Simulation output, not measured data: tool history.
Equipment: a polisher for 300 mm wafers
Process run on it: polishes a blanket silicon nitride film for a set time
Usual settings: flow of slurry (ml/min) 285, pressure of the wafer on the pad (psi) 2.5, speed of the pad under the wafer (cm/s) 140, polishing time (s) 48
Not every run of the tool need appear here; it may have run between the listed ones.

| run | day | flow of slurry (ml/min) | pressure of the wafer on the pad (psi) | speed of the pad under the wafer (cm/s) | polishing time (s) | wafers since the last listed run | wafers polished on this pad | hours since the slurry nozzle was cleaned | hours since the head pressure was calibrated | incoming thickness of the incoming film, nm | film removed (angstrom) |
|---|---|---|---|---|---|---|---|---|---|---|---|
| 1 | 0 | 285 | 3.1 | 158 | 48 | 0 | 272 | 203.8 | 947.1 | 946.4 | 1250 |
| 2 | 1.329 | 285 | 2.5 | 160 | 38 | 296 | 569 | 235.7 | 979 | 931.7 | 805 |
|  | 2.629 | worn pad replaced by a new one |
| 3 | 3.217 | 285 | 2.5 | 160 | 38 | 384 | 131 | 281 | 1024.3 | 929.4 | 823 |
| 4 | 3.917 | 285 | 2.5 | 140 | 48 | 156 | 287 | 297.8 | 1041.1 | 920.4 | 960 |
| 5 | 4.596 | 285 | 2.5 | 140 | 48 | 151 | 439 | 314.1 | 1057.4 | 940.3 | 927 |
| 6 | 5.329 | 285 | 2.5 | 140 | 48 | 163 | 602 | 331.7 | 1075 | 952.3 | 950 |
| 7 | 5.788 | 285 | 2.5 | 140 | 48 | 102 | 705 | 342.7 | 1086 | 941 | 928 |
| 8 | 6.271 | 285 | 2.5 | 120 | 48 | 107 | 813 | 354.3 | 1097.6 | 941.5 | 864 |
|  | 6.696 | worn pad replaced by a new one |
| 9 | 6.825 | 285 | 2.5 | 120 | 48 | 86 | 28 | 367.6 | 1110.9 | 947.2 | 870 |
| 10 | 7.35 | 285 | 2.5 | 140 | 48 | 117 | 146 | 380.2 | 1123.5 | 938.6 | 946 |
| 11 | 7.958 | 285 | 2.5 | 140 | 48 | 135 | 281 | 394.8 | 1138.1 | 927.1 | 940 |
| 12 | 8.417 | 285 | 2.5 | 140 | 48 | 102 | 384 | 405.8 | 1149.1 | 929.8 | 946 |
| 13 | 9.162 | 325 | 2.5 | 140 | 48 | 166 | 550 | 423.7 | 1167 | 931.3 | 937 |
| 14 | 9.5 | 325 | 2.5 | 140 | 48 | 75 | 626 | 431.8 | 1175.1 | 930.6 | 961 |
| 15 | 10.054 | 325 | 2.5 | 140 | 48 | 123 | 749 | 445.1 | 1188.4 | 947.3 | 952 |
| 16 | 10.342 | 285 | 2.3 | 140 | 48 | 64 | 813 | 452 | 1195.3 | 943 | 891 |
| 17 | 10.917 | 285 | 2.3 | 140 | 48 | 128 | 942 | 465.8 | 1209.1 | 940.1 | 876 |
|  | 11.196 | worn pad replaced by a new one |
| 18 | 11.562 | 285 | 2.5 | 160 | 48 | 106 | 82 | 481.3 | 1224.6 | 942.1 | 1020 |
| 19 | 11.933 | 285 | 2.5 | 140 | 48 | 82 | 165 | 490.2 | 1233.5 | 949 | 950 |
| 20 | 12.396 | 355 | 2.1 | 164 | 62 | 103 | 268 | 501.3 | 1244.6 | 937.2 | 1197 |
| 21 | 12.975 | 285 | 2.5 | 140 | 48 | 129 | 397 | 515.2 | 1258.5 | 939 | 953 |
|  | 13.246 | slurry nozzle cleaned |
| 22 | 13.542 | 285 | 2.5 | 114 | 48 | 117 | 514 | 7.1 | 1272.1 | 920.1 | 828 |
| 23 | 14.129 | 285 | 2.5 | 100 | 48 | 131 | 645 | 21.2 | 1286.2 | 926.9 | 769 |

What will run 24 give?
| 24 | 14.646 | 285 | 2.5 | 140 | 32 | 115 | 761 | 33.6 | 1298.6 | 948.4 | ? |

film removed (angstrom): 633
On a tool with no hidden condition, and with the same random variation, this run would have come out at film removed (angstrom) 633.
